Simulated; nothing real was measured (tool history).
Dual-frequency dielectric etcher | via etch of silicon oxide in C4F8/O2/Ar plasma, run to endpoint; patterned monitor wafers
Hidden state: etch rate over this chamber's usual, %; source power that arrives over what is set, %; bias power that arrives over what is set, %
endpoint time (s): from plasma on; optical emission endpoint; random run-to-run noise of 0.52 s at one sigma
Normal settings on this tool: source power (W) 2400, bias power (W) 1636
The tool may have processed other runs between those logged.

| run | hour | source power (W) | bias power (W) | wafers since the last listed run | hours since the last wet clean | hours since the last source power generator calibration | hours since the last bias power generator calibration | hours since the last upper electrode change | incoming incoming film thickness, nm | endpoint time (s) |
|---|---|---|---|---|---|---|---|---|---|---|
| 1 | 0.0 | 2400 | 1636 | 0 | 428.8 | 3834.3 | 2124.6 | 4451.4 | 864.9 | 166.6 |
| 2 | 11.9 | 2400 | 1636 | 95 | 440.7 | 3846.2 | 2136.5 | 4463.3 | 881.6 | 169.3 |
| 3 | 19.2 | 2400 | 1636 | 58 | 448.0 | 3853.5 | 2143.8 | 4470.6 | 888.1 | 170.7 |
| 4 | 27.7 | 2400 | 1636 | 68 | 456.5 | 3862.0 | 2152.3 | 4479.1 | 860.7 | 165.5 |
| 5 | 34.6 | 2400 | 1636 | 55 | 463.4 | 3868.9 | 2159.2 | 4486.0 | 875.0 | 167.9 |
|  | 69.3 | upper electrode replaced |
| 6 | 69.8 | 2400 | 1636 | 89 | 498.6 | 3904.1 | 2194.4 | 0.5 | 872.5 | 166.8 |
| 7 | 70.2 | 2400 | 1636 | 3 | 499.0 | 3904.5 | 2194.8 | 0.9 | 870.4 | 166.0 |
| 8 | 79.1 | 2400 | 1636 | 71 | 507.9 | 3913.4 | 2203.7 | 9.8 | 876.6 | 167.6 |
|  | 120.3 | wet clean of the chamber |
| 9 | 128.9 | 1930 | 1292 | 206 | 8.6 | 3963.2 | 2253.5 | 59.6 | 873.0 | 212.9 |
| 10 | 136.0 | 2090 | 1500 | 56 | 15.7 | 3970.3 | 2260.6 | 66.7 | 868.7 | 191.4 |
| 11 | 143.8 | 2180 | 1995 | 62 | 23.5 | 3978.1 | 2268.4 | 74.5 | 868.5 | 170.6 |
|  | 155.9 | source power generator calibrated |
| 12 | 159.3 | 2570 | 1636 | 92 | 39.0 | 3.4 | 2283.9 | 90.0 | 872.3 | 162.9 |
|  | 172.8 | bias power generator calibrated |
| 13 | 173.3 | 2870 | 1997 | 80 | 53.0 | 17.4 | 0.5 | 104.0 | 865.1 | 142.3 |
| 14 | 184.3 | 2400 | 1636 | 88 | 64.0 | 28.4 | 11.5 | 115.0 | 873.0 | 170.4 |
| 15 | 192.9 | 2400 | 1636 | 68 | 72.6 | 37.0 | 20.1 | 123.6 | 864.8 | 168.1 |
| 16 | 203.8 | 1980 | 1358 | 87 | 83.5 | 47.9 | 31.0 | 134.5 | 870.3 | 205.1 |
| 17 | 217.7 | 2150 | 1529 | 111 | 97.4 | 61.8 | 44.9 | 148.4 | 868.5 | 185.2 |

Measured minus without-hidden-state, run by run (identical run-to-run variation in each term; gauge scatter may differ):
| run | endpoint time (s) |
|---|---|
| 1 | -4.4 |
| 2 | -4.6 |
| 3 | -4.7 |
| 4 | -4.7 |
| 5 | -4.8 |
| 6 | -5.3 |
| 7 | -5.2 |
| 8 | -5.4 |
| 9 | -1.7 |
| 10 | -1.7 |
| 11 | -1.6 |
| 12 | -1.7 |
| 13 | -1.6 |
| 14 | -2.1 |
| 15 | -2.3 |
| 16 | -3.0 |
| 17 | -2.8 |
